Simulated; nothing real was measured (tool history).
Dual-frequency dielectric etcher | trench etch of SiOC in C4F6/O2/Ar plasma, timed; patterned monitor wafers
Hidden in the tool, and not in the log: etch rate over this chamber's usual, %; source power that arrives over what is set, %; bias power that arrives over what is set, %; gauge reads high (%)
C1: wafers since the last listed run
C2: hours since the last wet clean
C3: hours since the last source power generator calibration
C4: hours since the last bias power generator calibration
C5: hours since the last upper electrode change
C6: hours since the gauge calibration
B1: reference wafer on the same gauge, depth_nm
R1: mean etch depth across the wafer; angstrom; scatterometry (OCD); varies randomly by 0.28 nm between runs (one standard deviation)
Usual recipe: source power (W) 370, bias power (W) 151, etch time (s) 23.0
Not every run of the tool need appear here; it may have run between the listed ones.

run 1 hour=0.0 | source_power_(W)=370 bias_power_(W)=151 etch_time_(s)=23.0 | C1=0 C2=75.9 C3=1728.6 C4=0.5 C5=1423.0 C6=1252.0 | B1=51.50 | R1=443.6
run 2 hour=68.8 | source_power_(W)=370 bias_power_(W)=151 etch_time_(s)=23.0 | C1=1526 C2=144.7 C3=1797.4 C4=69.3 C5=1491.8 C6=1320.8 | B1=51.47 | R1=446.5
run 3 hour=105.6 | source_power_(W)=370 bias_power_(W)=128 etch_time_(s)=23.0 | C1=816 C2=181.5 C3=1834.2 C4=106.1 C5=1528.6 C6=1357.6 | B1=51.44 | R1=411.4
run 4 hour=165.4 | source_power_(W)=370 bias_power_(W)=128 etch_time_(s)=23.0 | C1=1326 C2=241.3 C3=1894.0 C4=165.9 C5=1588.4 C6=1417.4 | B1=51.41 | R1=414.8
-- hour=231.1 gauge calibrated
run 5 hour=236.1 | source_power_(W)=370 bias_power_(W)=151 etch_time_(s)=23.0 | C1=1568 C2=312.0 C3=1964.7 C4=236.6 C5=1659.1 C6=5.0 | B1=51.24 | R1=457.0
run 6 hour=303.2 | source_power_(W)=370 bias_power_(W)=151 etch_time_(s)=23.0 | C1=1488 C2=379.1 C3=2031.8 C4=303.7 C5=1726.2 C6=72.1 | B1=51.24 | R1=462.7
run 7 hour=374.4 | source_power_(W)=400 bias_power_(W)=174 etch_time_(s)=18.5 | C1=1579 C2=450.3 C3=2103.0 C4=374.9 C5=1797.4 C6=143.3 | B1=51.50 | R1=413.3
run 8 hour=410.8 | source_power_(W)=370 bias_power_(W)=151 etch_time_(s)=23.0 | C1=807 C2=486.7 C3=2139.4 C4=411.3 C5=1833.8 C6=179.7 | B1=51.46 | R1=463.5
-- hour=456.1 source power generator calibrated
run 9 hour=456.6 | source_power_(W)=370 bias_power_(W)=178 etch_time_(s)=23.0 | C1=927 C2=532.5 C3=0.5 C4=457.1 C5=1879.6 C6=225.5 | B1=51.40 | R1=505.5
-- hour=505.4 wet clean of the chamber
run 10 hour=515.0 | source_power_(W)=450 bias_power_(W)=132 etch_time_(s)=23.0 | C1=763 C2=9.6 C3=58.9 C4=515.5 C5=1938.0 C6=283.9 | B1=51.43 | R1=457.6
run 11 hour=541.1 | source_power_(W)=420 bias_power_(W)=185 etch_time_(s)=21.0 | C1=578 C2=35.7 C3=85.0 C4=541.6 C5=1964.1 C6=310.0 | B1=51.26 | R1=471.9
run 12 hour=576.2 | source_power_(W)=430 bias_power_(W)=178 etch_time_(s)=21.0 | C1=778 C2=70.8 C3=120.1 C4=576.7 C5=1999.2 C6=345.1 | B1=51.55 | R1=478.1
run 13 hour=629.5 | source_power_(W)=370 bias_power_(W)=119 etch_time_(s)=23.0 | C1=1182 C2=124.1 C3=173.4 C4=630.0 C5=2052.5 C6=398.4 | B1=51.30 | R1=399.0
run 14 hour=667.2 | source_power_(W)=370 bias_power_(W)=151 etch_time_(s)=29.0 | C1=836 C2=161.8 C3=211.1 C4=667.7 C5=2090.2 C6=436.1 | B1=51.26 | R1=572.5
run 15 hour=781.8 | source_power_(W)=310 bias_power_(W)=118 etch_time_(s)=26.5 | C1=2542 C2=276.4 C3=325.7 C4=782.3 C5=2204.8 C6=550.7 | B1=51.47 | R1=431.2
-- hour=849.8 upper electrode replaced
run 16 hour=850.3 | source_power_(W)=320 bias_power_(W)=175 etch_time_(s)=20.5 | C1=987 C2=344.9 C3=394.2 C4=850.8 C5=0.5 C6=619.2 | B1=51.38 | R1=412.3
run 17 hour=888.4 | source_power_(W)=280 bias_power_(W)=166 etch_time_(s)=16.5 | C1=845 C2=383.0 C3=432.3 C4=888.9 C5=38.6 C6=657.3 | B1=51.32 | R1=306.2
run 18 hour=914.4 | source_power_(W)=370 bias_power_(W)=183 etch_time_(s)=23.0 | C1=576 C2=409.0 C3=458.3 C4=914.9 C5=64.6 C6=683.3 | B1=51.48 | R1=511.9
-- hour=999.5 wet clean of the chamber
run 19 hour=1000.0 | source_power_(W)=290 bias_power_(W)=151 etch_time_(s)=23.0 | C1=1366 C2=0.5 C3=543.9 C4=1000.5 C5=150.2 C6=768.9 | B1=51.38 | R1=396.9
run 20 hour=1050.4 | source_power_(W)=310 bias_power_(W)=168 etch_time_(s)=23.0 | C1=1118 C2=50.9 C3=594.3 C4=1050.9 C5=200.6 C6=819.3 | B1=51.46 | R1=435.5
run 21 hour=1083.4 | source_power_(W)=370 bias_power_(W)=151 etch_time_(s)=23.0 | C1=732 C2=83.9 C3=627.3 C4=1083.9 C5=233.6 C6=852.3 | B1=51.54 | R1=451.6
run 22 hour=1146.0 | source_power_(W)=290 bias_power_(W)=151 etch_time_(s)=30.0 | C1=1388 C2=146.5 C3=689.9 C4=1146.5 C5=296.2 C6=914.9 | B1=51.28 | R1=524.6
run 23 hour=1207.2 | source_power_(W)=370 bias_power_(W)=151 etch_time_(s)=23.0 | C1=1357 C2=207.7 C3=751.1 C4=1207.7 C5=357.4 C6=976.1 | B1=51.44 | R1=458.9
run 24 hour=1253.2 | source_power_(W)=420 bias_power_(W)=130 etch_time_(s)=23.0 | C1=1020 C2=253.7 C3=797.1 C4=1253.7 C5=403.4 C6=1022.1 | B1=51.49 | R1=454.6
run 25 hour=1292.6 | source_power_(W)=340 bias_power_(W)=151 etch_time_(s)=25.0 | C1=874 C2=293.1 C3=836.5 C4=1293.1 C5=442.8 C6=1061.5 | B1=51.37 | R1=482.3
run 26 hour=1348.9 | source_power_(W)=370 bias_power_(W)=151 etch_time_(s)=23.0 | C1=1248 C2=349.4 C3=892.8 C4=1349.4 C5=499.1 C6=1117.8 | B1=51.59 | R1=460.7
run 27 hour=1402.9 | source_power_(W)=370 bias_power_(W)=176 etch_time_(s)=29.5 | C1=1197 C2=403.4 C3=946.8 C4=1403.4 C5=553.1 C6=1171.8 | B1=51.46 | R1=638.5
run 28 hour=1454.3 | source_power_(W)=350 bias_power_(W)=128 etch_time_(s)=16.0 | C1=1140 C2=454.8 C3=998.2 C4=1454.8 C5=604.5 C6=1223.2 | B1=51.44 | R1=290.4
run 29 hour=1505.0 | source_power_(W)=280 bias_power_(W)=115 etch_time_(s)=25.5 | C1=1124 C2=505.5 C3=1048.9 C4=1505.5 C5=655.2 C6=1273.9 | B1=51.30 | R1=392.8
run 30 hour=1553.1 | source_power_(W)=350 bias_power_(W)=120 etch_time_(s)=18.0 | C1=1067 C2=553.6 C3=1097.0 C4=1553.6 C5=703.3 C6=1322.0 | B1=51.44 | R1=317.5

For each entry between runs, how does the tool's hidden state at the last listed run before it compare with that at the first listed run after it?
Logged between run 4 and run 5: gauge calibrated (hour 231.1)
  etch rate over this chamber's usual, %: 1.62 -> 2.26
  measured minus no-state result, R1: +6.6 -> +10.1 angstrom
Logged between run 8 and run 9: source power generator calibrated (hour 456.1)
  etch rate over this chamber's usual, %: 3.86 -> 4.28
  measured minus no-state result, R1: +17.3 -> +20.7 angstrom
Logged between run 9 and run 10: wet clean of the chamber (hour 505.4)
  etch rate over this chamber's usual, %: 4.28 -> 0.218
  measured minus no-state result, R1: +20.7 -> +1.0 angstrom
Logged between run 15 and run 16: upper electrode replaced (hour 849.8)
  etch rate over this chamber's usual, %: 2.66 -> 3.29
  measured minus no-state result, R1: +11.2 -> +13.2 angstrom
Logged between run 18 and run 19: wet clean of the chamber (hour 999.5)
  etch rate over this chamber's usual, %: 3.87 -> 0.419
  measured minus no-state result, R1: +19.0 -> +1.7 angstrom
